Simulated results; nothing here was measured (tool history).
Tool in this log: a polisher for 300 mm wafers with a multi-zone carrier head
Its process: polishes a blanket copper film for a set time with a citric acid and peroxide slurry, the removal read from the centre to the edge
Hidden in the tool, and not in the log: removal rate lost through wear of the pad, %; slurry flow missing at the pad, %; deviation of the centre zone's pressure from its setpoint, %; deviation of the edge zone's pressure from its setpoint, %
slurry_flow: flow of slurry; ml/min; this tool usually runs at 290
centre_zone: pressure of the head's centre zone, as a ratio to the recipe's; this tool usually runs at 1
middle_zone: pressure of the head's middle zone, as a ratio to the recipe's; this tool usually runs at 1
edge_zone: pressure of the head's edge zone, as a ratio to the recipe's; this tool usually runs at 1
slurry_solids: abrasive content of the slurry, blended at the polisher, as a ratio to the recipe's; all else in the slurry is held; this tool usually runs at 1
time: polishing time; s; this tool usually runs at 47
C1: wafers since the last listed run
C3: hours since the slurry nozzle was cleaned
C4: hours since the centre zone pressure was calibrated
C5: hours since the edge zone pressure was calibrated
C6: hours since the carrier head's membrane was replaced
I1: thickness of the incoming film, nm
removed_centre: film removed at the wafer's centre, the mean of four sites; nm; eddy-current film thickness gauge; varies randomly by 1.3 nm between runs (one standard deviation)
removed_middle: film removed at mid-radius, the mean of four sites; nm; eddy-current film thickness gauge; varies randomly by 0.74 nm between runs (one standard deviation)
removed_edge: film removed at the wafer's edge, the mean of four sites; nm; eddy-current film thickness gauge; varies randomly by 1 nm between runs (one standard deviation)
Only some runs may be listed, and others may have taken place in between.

run 1 hour=0 | slurry_flow=290 centre_zone=1 middle_zone=1 edge_zone=0.9 slurry_solids=1 time=47 | C1=0 wafers_polished_on_this_pad=1673 C3=102.9 C4=578.9 C5=14 C6=1254.6 | I1=844.1 | removed_centre=114.3 removed_middle=116.6 removed_edge=107.8
-- hour=27.1 worn pad replaced by a new one
run 2 hour=34.8 | slurry_flow=290 centre_zone=1 middle_zone=1 edge_zone=0.9 slurry_solids=1 time=47 | C1=391 wafers_polished_on_this_pad=98 C3=137.7 C4=613.7 C5=48.8 C6=1289.4 | I1=847.5 | removed_centre=111.5 removed_middle=116.4 removed_edge=107.8
run 3 hour=63.3 | slurry_flow=290 centre_zone=1 middle_zone=0.97 edge_zone=1 slurry_solids=1 time=47 | C1=362 wafers_polished_on_this_pad=460 C3=166.2 C4=642.2 C5=77.3 C6=1317.9 | I1=840.5 | removed_centre=110 removed_middle=111.7 removed_edge=112.5
run 4 hour=76.7 | slurry_flow=330 centre_zone=0.92 middle_zone=0.88 edge_zone=1 slurry_solids=1.15 time=47 | C1=170 wafers_polished_on_this_pad=630 C3=179.6 C4=655.6 C5=90.7 C6=1331.3 | I1=841.9 | removed_centre=104.1 removed_middle=108.7 removed_edge=117.1
run 5 hour=96.6 | slurry_flow=290 centre_zone=1 middle_zone=1 edge_zone=1 slurry_solids=1 time=47 | C1=252 wafers_polished_on_this_pad=883 C3=199.5 C4=675.5 C5=110.6 C6=1351.2 | I1=823 | removed_centre=108.2 removed_middle=114.8 removed_edge=114.7
run 6 hour=113.6 | slurry_flow=190 centre_zone=1 middle_zone=0.95 edge_zone=1 slurry_solids=1.25 time=42 | C1=216 wafers_polished_on_this_pad=1099 C3=216.5 C4=692.5 C5=127.6 C6=1368.2 | I1=843.4 | removed_centre=94.7 removed_middle=95.8 removed_edge=100.5
-- hour=120.4 centre zone pressure recalibrated
-- hour=142 slurry nozzle cleaned
run 7 hour=147.8 | slurry_flow=290 centre_zone=1 middle_zone=1 edge_zone=1 slurry_solids=1 time=47 | C1=396 wafers_polished_on_this_pad=1496 C3=5.8 C4=27.4 C5=161.8 C6=1402.4 | I1=840.1 | removed_centre=116.4 removed_middle=120.8 removed_edge=114.6
-- hour=164.5 carrier head's membrane replaced by a new one
run 8 hour=165 | slurry_flow=360 centre_zone=1 middle_zone=1.09 edge_zone=1 slurry_solids=1 time=41 | C1=155 wafers_polished_on_this_pad=1651 C3=23 C4=44.6 C5=179 C6=0.5 | I1=848.8 | removed_centre=101.8 removed_middle=111.1 removed_edge=102.7
run 9 hour=195 | slurry_flow=290 centre_zone=1 middle_zone=1 edge_zone=1 slurry_solids=1 time=57 | C1=381 wafers_polished_on_this_pad=2033 C3=53 C4=74.6 C5=209 C6=30.5 | I1=833.4 | removed_centre=137.1 removed_middle=142.7 removed_edge=140.7
-- hour=207.8 worn pad replaced by a new one, of another model than before
run 10 hour=214.7 | slurry_flow=245 centre_zone=1 middle_zone=1.05 edge_zone=0.9 slurry_solids=1 time=47 | C1=199 wafers_polished_on_this_pad=88 C3=72.7 C4=94.3 C5=228.7 C6=50.2 | I1=847.5 | removed_centre=113.1 removed_middle=122.3 removed_edge=110.2
run 11 hour=241.4 | slurry_flow=290 centre_zone=1 middle_zone=1 edge_zone=1.06 slurry_solids=1 time=47 | C1=339 wafers_polished_on_this_pad=427 C3=99.4 C4=121 C5=255.4 C6=76.9 | I1=835.3 | removed_centre=112.9 removed_middle=117.7 removed_edge=117.2
run 12 hour=272 | slurry_flow=290 centre_zone=1 middle_zone=1 edge_zone=1 slurry_solids=1 time=47 | C1=389 wafers_polished_on_this_pad=816 C3=130 C4=151.6 C5=286 C6=107.5 | I1=841 | removed_centre=113.8 removed_middle=117.4 removed_edge=115.4
run 13 hour=299.7 | slurry_flow=290 centre_zone=1 middle_zone=1 edge_zone=1.08 slurry_solids=1 time=32 | C1=352 wafers_polished_on_this_pad=1168 C3=157.7 C4=179.3 C5=313.7 C6=135.2 | I1=839.7 | removed_centre=75.7 removed_middle=79.8 removed_edge=80
run 14 hour=314.9 | slurry_flow=290 centre_zone=1.1 middle_zone=1 edge_zone=1 slurry_solids=0.9 time=62 | C1=193 wafers_polished_on_this_pad=1361 C3=172.9 C4=194.5 C5=328.9 C6=150.4 | I1=837.6 | removed_centre=166.1 removed_middle=152.3 removed_edge=149.1
run 15 hour=332.1 | slurry_flow=205 centre_zone=1.06 middle_zone=0.95 edge_zone=1 slurry_solids=0.85 time=47 | C1=218 wafers_polished_on_this_pad=1580 C3=190.1 C4=211.7 C5=346.1 C6=167.6 | I1=834.2 | removed_centre=113.9 removed_middle=108.6 removed_edge=111.2
-- hour=337 slurry nozzle cleaned
run 16 hour=350.4 | slurry_flow=290 centre_zone=1.03 middle_zone=1 edge_zone=1 slurry_solids=1 time=47 | C1=219 wafers_polished_on_this_pad=1800 C3=13.4 C4=230 C5=364.4 C6=185.9 | I1=828.4 | removed_centre=117.6 removed_middle=119 removed_edge=116.6
run 17 hour=392 | slurry_flow=290 centre_zone=0.9 middle_zone=1 edge_zone=1.06 slurry_solids=1.2 time=55 | C1=528 wafers_polished_on_this_pad=2329 C3=55 C4=271.6 C5=406 C6=227.5 | I1=834.8 | removed_centre=122.4 removed_middle=143.6 removed_edge=145.7
-- hour=400 worn pad replaced by a new one
run 18 hour=405 | slurry_flow=290 centre_zone=1 middle_zone=1 edge_zone=1 slurry_solids=1 time=47 | C1=114 wafers_polished_on_this_pad=63 C3=68 C4=284.6 C5=419 C6=240.5 | I1=837.9 | removed_centre=114.5 removed_middle=119.2 removed_edge=115.7
run 19 hour=436.8 | slurry_flow=230 centre_zone=1 middle_zone=1 edge_zone=1 slurry_solids=1 time=47 | C1=404 wafers_polished_on_this_pad=468 C3=99.8 C4=316.4 C5=450.8 C6=272.3 | I1=851.2 | removed_centre=112.5 removed_middle=115.6 removed_edge=115
run 20 hour=456 | slurry_flow=290 centre_zone=0.88 middle_zone=1 edge_zone=1 slurry_solids=1 time=47 | C1=244 wafers_polished_on_this_pad=712 C3=119 C4=335.6 C5=470 C6=291.5 | I1=846.4 | removed_centre=98.8 removed_middle=117.8 removed_edge=114.8
run 21 hour=470.3 | slurry_flow=315 centre_zone=1 middle_zone=1 edge_zone=1 slurry_solids=1 time=47 | C1=181 wafers_polished_on_this_pad=893 C3=133.3 C4=349.9 C5=484.3 C6=305.8 | I1=834.2 | removed_centre=115 removed_middle=118 removed_edge=115.9

Predict each of these 4 candidate next runs independently; none follows another, all start after run 21:
run A hour=470.7 | slurry_flow=290 centre_zone=1 middle_zone=1 edge_zone=1 slurry_solids=1 time=47 | C1=5 wafers_polished_on_this_pad=898 C3=133.7 C4=350.3 C5=484.7 C6=306.2 | I1=830.8 | removed_centre=? removed_middle=? removed_edge=?
run B hour=470.7 | slurry_flow=290 centre_zone=1 middle_zone=1.1 edge_zone=1 slurry_solids=1 time=47 | C1=5 wafers_polished_on_this_pad=898 C3=133.7 C4=350.3 C5=484.7 C6=306.2 | I1=830.8 | removed_centre=? removed_middle=? removed_edge=?
run C hour=470.7 | slurry_flow=200 centre_zone=1.07 middle_zone=0.96 edge_zone=1 slurry_solids=1 time=41 | C1=5 wafers_polished_on_this_pad=898 C3=133.7 C4=350.3 C5=484.7 C6=306.2 | I1=830.8 | removed_centre=? removed_middle=? removed_edge=?
run D hour=470.7 | slurry_flow=290 centre_zone=1.05 middle_zone=1 edge_zone=1 slurry_solids=1 time=47 | C1=5 wafers_polished_on_this_pad=898 C3=133.7 C4=350.3 C5=484.7 C6=306.2 | I1=830.8 | removed_centre=? removed_middle=? removed_edge=?

run=A removed_centre=112.7 removed_middle=118.4 removed_edge=114.4
run=B removed_centre=112.7 removed_middle=127.1 removed_edge=114.2
run=C removed_centre=102.4 removed_middle=97.8 removed_edge=98.1
run=D removed_centre=118.4 removed_middle=118.4 removed_edge=114.4
Stripped of hidden state, with their random variation kept, the same runs would have yielded:
run=A removed_centre=116 removed_middle=121.6 removed_edge=116.7
run=B removed_centre=116.1 removed_middle=130.5 removed_edge=116.6
run=C removed_centre=106 removed_middle=100.9 removed_edge=100.4
run=D removed_centre=121.9 removed_middle=121.5 removed_edge=116.7
